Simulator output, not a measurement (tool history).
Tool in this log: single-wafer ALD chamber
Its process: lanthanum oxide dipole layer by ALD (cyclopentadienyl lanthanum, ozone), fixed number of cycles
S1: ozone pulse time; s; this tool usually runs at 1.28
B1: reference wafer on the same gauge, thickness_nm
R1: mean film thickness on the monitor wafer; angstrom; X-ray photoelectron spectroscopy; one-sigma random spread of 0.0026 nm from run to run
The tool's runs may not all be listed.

| run | hour | S1 | B1 | R1 |
|---|---|---|---|---|
| 1 | 0 | 1.49 | 0.533 | 6.1 |
| 2 | 14.7 | 1.49 | 0.533 | 6.1 |
| 3 | 23.8 | 1.28 | 0.533 | 5.89 |
| 4 | 30 | 1.28 | 0.534 | 5.86 |
| 5 | 43.2 | 1.28 | 0.533 | 5.86 |
| 6 | 57.6 | 1.28 | 0.534 | 5.88 |
| 7 | 73.2 | 1.28 | 0.533 | 5.87 |
| 8 | 79.3 | 0.94 | 0.533 | 5.06 |
| 9 | 101.9 | 1.28 | 0.533 | 5.84 |
| 10 | 115.3 | 1.28 | 0.534 | 5.89 |
| 11 | 144.1 | 1.28 | 0.533 | 5.87 |
| 12 | 153.1 | 1.5 | 0.533 | 6.09 |
|  | 168.6 | ozone generator serviced |
| 13 | 169.1 | 1.5 | 0.533 | 6.12 |
| 14 | 175.9 | 1.5 | 0.533 | 6.08 |
|  | 183.9 | showerhead replaced |
|  | 192.5 | thermocouple changed; heater temperature recalibrated |
| 15 | 193 | 1.48 | 0.533 | 6.05 |
| 16 | 194.3 | 0.97 | 0.533 | 5.18 |
| 17 | 205.1 | 1.59 | 0.534 | 6.13 |
| 18 | 220.4 | 1.65 | 0.533 | 6.21 |
| 19 | 227.7 | 1.46 | 0.533 | 6.07 |
| 20 | 234.3 | 1.43 | 0.533 | 6.02 |
| 21 | 250.7 | 1.4 | 0.533 | 5.95 |
| 22 | 264.1 | 1.52 | 0.533 | 6.13 |
| 23 | 277.6 | 1.09 | 0.533 | 5.53 |
| 24 | 294.7 | 1.28 | 0.532 | 5.88 |
|  | 297.7 | gauge calibrated |
| 25 | 309.8 | 0.87 | 0.533 | 4.73 |
| 26 | 320.9 | 1.28 | 0.533 | 5.9 |
| 27 | 335.4 | 1.28 | 0.533 | 5.87 |
| 28 | 344.4 | 1.28 | 0.532 | 5.87 |
| 29 | 362.2 | 1.41 | 0.533 | 6.01 |
| 30 | 376.6 | 1.01 | 0.533 | 5.29 |
| 31 | 388.3 | 1.64 | 0.533 | 6.19 |
| 32 | 403.6 | 1.6 | 0.533 | 6.19 |
| 33 | 415.1 | 1.28 | 0.533 | 5.88 |
| 34 | 426.2 | 1.54 | 0.533 | 6.06 |
| 35 | 442.5 | 1.04 | 0.533 | 5.38 |
| 36 | 449.1 | 1.28 | 0.533 | 5.87 |

Predict each of these 3 candidate next runs independently; none follows another, all start after run 36:
| A | 449.5 | 1.28 | ? | ? |
| B | 449.5 | 1.07 | ? | ? |
| C | 449.5 | 1.71 | ? | ? |

| run | B1 | R1 |
|---|---|---|
| A | 0.533 | 5.9 |
| B | 0.533 | 5.5 |
| C | 0.533 | 6.25 |
Without the tool's hidden state the same runs would have given:
| run | R1 |
|---|---|
| A | 5.9 |
| B | 5.5 |
| C | 6.25 |

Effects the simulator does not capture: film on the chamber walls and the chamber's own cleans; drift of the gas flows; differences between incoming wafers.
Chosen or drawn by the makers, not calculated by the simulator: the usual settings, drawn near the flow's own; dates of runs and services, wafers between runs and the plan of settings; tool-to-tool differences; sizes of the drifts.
